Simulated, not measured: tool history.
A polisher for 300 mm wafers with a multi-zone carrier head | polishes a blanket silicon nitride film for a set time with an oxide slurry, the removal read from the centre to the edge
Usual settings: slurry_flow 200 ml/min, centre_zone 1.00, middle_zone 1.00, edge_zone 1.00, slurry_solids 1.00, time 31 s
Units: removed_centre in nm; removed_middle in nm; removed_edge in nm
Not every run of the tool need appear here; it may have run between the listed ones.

run    hour  slurry_flow  centre_zone  middle_zone  edge_zone  slurry_solids  time  wafers since the last listed run  wafers polished on this pad  hours since the slurry nozzle was cleaned  hours since the centre zone pressure was calibrated  hours since the edge zone pressure was calibrated  hours since the carrier head's membrane was replaced  incoming thickness of the incoming film, nm  removed_centre  removed_middle  removed_edge
  1     0.0          200         1.03         1.05       1.00           1.00    31                                 0                          443                                      362.1                                                365.6                                              914.9                                                 662.3                                        367.0            29.4            30.1          28.8
       70.6  -- edge zone pressure recalibrated
  2    87.3          180         1.00         1.00       1.00           1.00    22                              1250                         1694                                      449.4                                                452.9                                               16.7                                                 749.6                                        365.0            20.4            20.5          20.2
  3   183.2          180         1.00         1.00       1.00           1.00    22                              1406                         3100                                      545.3                                                548.8                                              112.6                                                 845.5                                        368.7            20.2            20.3          19.9
  4   233.3          180         1.00         1.00       1.00           1.00    22                               734                         3835                                      595.4                                                598.9                                              162.7                                                 895.6                                        363.5            19.6            20.1          20.2
  5   318.5          200         0.92         1.00       1.00           1.00    31                              1249                         5084                                      680.6                                                684.1                                              247.9                                                 980.8                                        373.0            26.4            28.8          28.7
      368.6  -- worn pad replaced by a new one
      375.9  -- slurry nozzle cleaned
  6   376.4          200         0.92         1.00       1.00           1.00    31                               775                           99                                        0.5                                                742.0                                              305.8                                                1038.7                                        367.3            26.7            29.0          28.6
  7   466.4          200         0.92         1.00       1.00           1.00    31                              1319                         1419                                       90.5                                                832.0                                              395.8                                                1128.7                                        370.3            26.0            28.7          28.7
  8   526.2          230         1.00         1.00       1.00           1.00    31                               876                         2296                                      150.3                                                891.8                                              455.6                                                1188.5                                        365.6            29.5            29.8          29.1
  9   616.7          230         1.00         1.00       1.00           1.00    31                              1327                         3623                                      240.8                                                982.3                                              546.1                                                1279.0                                        373.1            28.5            29.6          29.2
 10   714.4          200         1.00         1.00       1.00           1.00    31                              1432                         5056                                      338.5                                               1080.0                                              643.8                                                1376.7                                        368.5            29.0            28.4          28.9
      767.0  -- worn pad replaced by a new one
 11   773.8          200         1.00         1.00       1.00           0.70    31                               812                           99                                      397.9                                               1139.4                                              703.2                                                1436.1                                        372.8            23.9            23.9          23.9
 12   814.3          200         1.00         1.00       1.00           1.00    31                               593                          693                                      438.4                                               1179.9                                              743.7                                                1476.6                                        365.6            28.5            28.8          28.5
 13   874.0          200         1.00         1.00       1.00           1.00    31                               875                         1569                                      498.1                                               1239.6                                              803.4                                                1536.3                                        371.8            29.4            28.9          28.8
      877.5  -- edge zone pressure recalibrated
      915.0  -- carrier head's membrane replaced by a new one
 14   979.6          200         1.00         0.90       1.00           1.00    31                              1445                         3015                                      603.7                                               1345.2                                              102.1                                                  64.6                                        369.0            28.7            28.4          28.7
 15  1042.5          200         1.00         1.00       1.00           1.00    31                               922                         3937                                      666.6                                               1408.1                                              165.0                                                 127.5                                        372.2            28.4            29.1          28.8
 16  1134.3          200         1.00         1.00       0.90           1.00    31                              1346                         5283                                      758.4                                               1499.9                                              256.8                                                 219.3                                        370.5            28.8            28.8          27.7
     1138.5  -- centre zone pressure recalibrated
     1162.8  -- worn pad replaced by a new one
     1213.2  -- slurry nozzle cleaned
 17  1216.1          200         1.00         1.00       1.00           1.00    25                              1096                          766                                        2.9                                                 77.6                                              338.6                                                 301.1                                        378.3            23.5            22.8          23.1
 18  1292.4          200         1.00         0.88       1.00           1.25    31                              1118                         1885                                       79.2                                                153.9                                              414.9                                                 377.4                                        370.4            31.9            29.9          31.6
 19  1400.2          200         0.95         1.00       0.90           1.00    27                              1580                         3466                                      187.0                                                261.7                                              522.7                                                 485.2                                        364.5            24.0            25.2          24.2
 20  1486.8          170         0.91         1.00       1.08           1.20    31                              1269                         4736                                      273.6                                                348.3                                              609.3                                                 571.8                                        372.3            27.7            31.4          31.0
     1509.2  -- worn pad replaced by a new one
 21  1581.8          135         1.00         0.90       1.00           0.85    31                              1334                         1064                                      368.6                                                443.3                                              704.3                                                 666.8                                        371.5            24.1            23.7          25.2

Here are 4 independent what-if runs from the current tool condition. What would each one return?
  A  1582.2          200         0.97         1.00       1.00           1.00    31                                 5                         1069                                      369.0                                                443.7                                              704.7                                                 667.2                                        369.3               ?               ?             ?
  B  1582.2          200         1.00         1.00       1.00           1.00    39                                 5                         1069                                      369.0                                                443.7                                              704.7                                                 667.2                                        369.3               ?               ?             ?
  C  1582.2          140         1.00         0.93       1.00           1.00    31                                 5                         1069                                      369.0                                                443.7                                              704.7                                                 667.2                                        369.3               ?               ?             ?
  D  1582.2          200         1.11         1.00       1.04           1.00    31                                 5                         1069                                      369.0                                                443.7                                              704.7                                                 667.2                                        369.3               ?               ?             ?

run  removed_centre  removed_middle  removed_edge
  A            27.8            29.5          28.8
  B            36.0            37.2          36.2
  C            26.5            26.7          27.4
  D            31.8            29.5          29.2
Take away the tool's hidden state, keep each run's random variation, and the runs would have read:
run  removed_centre  removed_middle  removed_edge
  A            27.8            29.5          28.8
  B            36.0            37.2          36.2
  C            26.5            26.7          27.4
  D            31.8            29.5          29.2

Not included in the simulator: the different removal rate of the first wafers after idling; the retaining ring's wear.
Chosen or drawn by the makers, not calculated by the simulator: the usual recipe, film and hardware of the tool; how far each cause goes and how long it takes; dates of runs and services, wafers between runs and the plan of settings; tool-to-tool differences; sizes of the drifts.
